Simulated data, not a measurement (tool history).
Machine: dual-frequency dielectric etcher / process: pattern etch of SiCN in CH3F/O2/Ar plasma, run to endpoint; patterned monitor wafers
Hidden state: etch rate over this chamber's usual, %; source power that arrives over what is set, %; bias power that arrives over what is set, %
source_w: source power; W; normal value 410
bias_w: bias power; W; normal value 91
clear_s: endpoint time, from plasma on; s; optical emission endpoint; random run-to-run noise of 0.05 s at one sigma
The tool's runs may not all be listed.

run,hour,source_w,bias_w,wafers since the last listed run,hours since the last wet clean,hours since the last source power generator calibration,hours since the last bias power generator calibration,hours since the last upper electrode change,"incoming incoming film thickness, nm",clear_s
1,0.0,410,91,0,370.4,2513.6,3772.8,2825.3,7.13,16.5
2,31.1,410,91,557,401.5,2544.7,3803.9,2856.4,7.14,16.4
3,43.1,410,91,214,413.5,2556.7,3815.9,2868.4,7.08,16.3
4,103.1,410,98,1074,473.5,2616.7,3875.9,2928.4,7.01,15.6
# hour 130.3: wet clean of the chamber
5,135.4,410,98,148,5.1,2649.0,3908.2,2960.7,7.01,15.9
6,169.9,410,98,618,39.6,2683.5,3942.7,2995.2,7.10,16.0
7,223.7,360,91,963,93.4,2737.3,3996.5,3049.0,7.09,17.0
8,254.3,410,91,548,124.0,2767.9,4027.1,3079.6,7.14,16.6
# hour 260.3: bias power generator calibrated
9,275.3,410,91,304,145.0,2788.9,15.0,3100.6,7.15,16.6
10,293.6,410,91,327,163.3,2807.2,33.3,3118.9,7.08,16.4
11,322.7,410,91,521,192.4,2836.3,62.4,3148.0,7.12,16.5
12,351.5,410,91,515,221.2,2865.1,91.2,3176.8,7.09,16.4
13,368.3,410,91,300,238.0,2881.9,108.0,3193.6,7.09,16.4
# hour 386.1: source power generator calibrated
14,394.1,410,91,390,263.8,8.0,133.8,3219.4,7.14,16.5
15,417.6,410,73,420,287.3,31.5,157.3,3242.9,7.12,18.0
16,520.2,480,113,1838,389.9,134.1,259.9,3345.5,7.08,14.3
# hour 560.2: upper electrode replaced
17,560.7,340,72,295,430.4,174.6,300.4,0.5,7.10,18.7
18,567.2,410,111,116,436.9,181.1,306.9,7.0,7.10,15.1
# hour 596.1: wet clean of the chamber
19,596.6,460,112,96,0.5,210.5,336.3,36.4,7.09,14.9
20,607.9,410,73,202,11.8,221.8,347.6,47.7,7.07,17.9
21,643.1,310,102,630,47.0,257.0,382.8,82.9,7.08,16.8
22,726.0,410,85,1485,129.9,339.9,465.7,165.8,7.07,16.8
23,752.4,410,91,472,156.3,366.3,492.1,192.2,7.16,16.6
24,764.8,410,100,222,168.7,378.7,504.5,204.6,7.11,15.8
25,782.5,350,75,317,186.4,396.4,522.2,222.3,7.09,18.4

Entry by entry between the runs, the difference in hidden state between the last listed run before and the first listed run after:
Between runs 4 and 5: wet clean of the chamber (hour 130.3)
  etch rate over this chamber's usual, %: 1.99 -> 0.231
  measured minus no-state result, clear_s: -0.3 -> -0.1 s
Between runs 8 and 9: bias power generator calibrated (hour 260.3)
  etch rate over this chamber's usual, %: 0.795 -> 0.894
  measured minus no-state result, clear_s: -0.1 -> -0.1 s
Between runs 13 and 14: source power generator calibrated (hour 386.1)
  etch rate over this chamber's usual, %: 1.34 -> 1.46
  measured minus no-state result, clear_s: -0.2 -> -0.2 s
Between runs 16 and 17: upper electrode replaced (hour 560.2)
  etch rate over this chamber's usual, %: 2.06 -> 2.25
  measured minus no-state result, clear_s: -0.3 -> -0.4 s
Between runs 18 and 19: wet clean of the chamber (hour 596.1)
  etch rate over this chamber's usual, %: 2.28 -> 0.298
  measured minus no-state result, clear_s: -0.4 -> +0.0 s
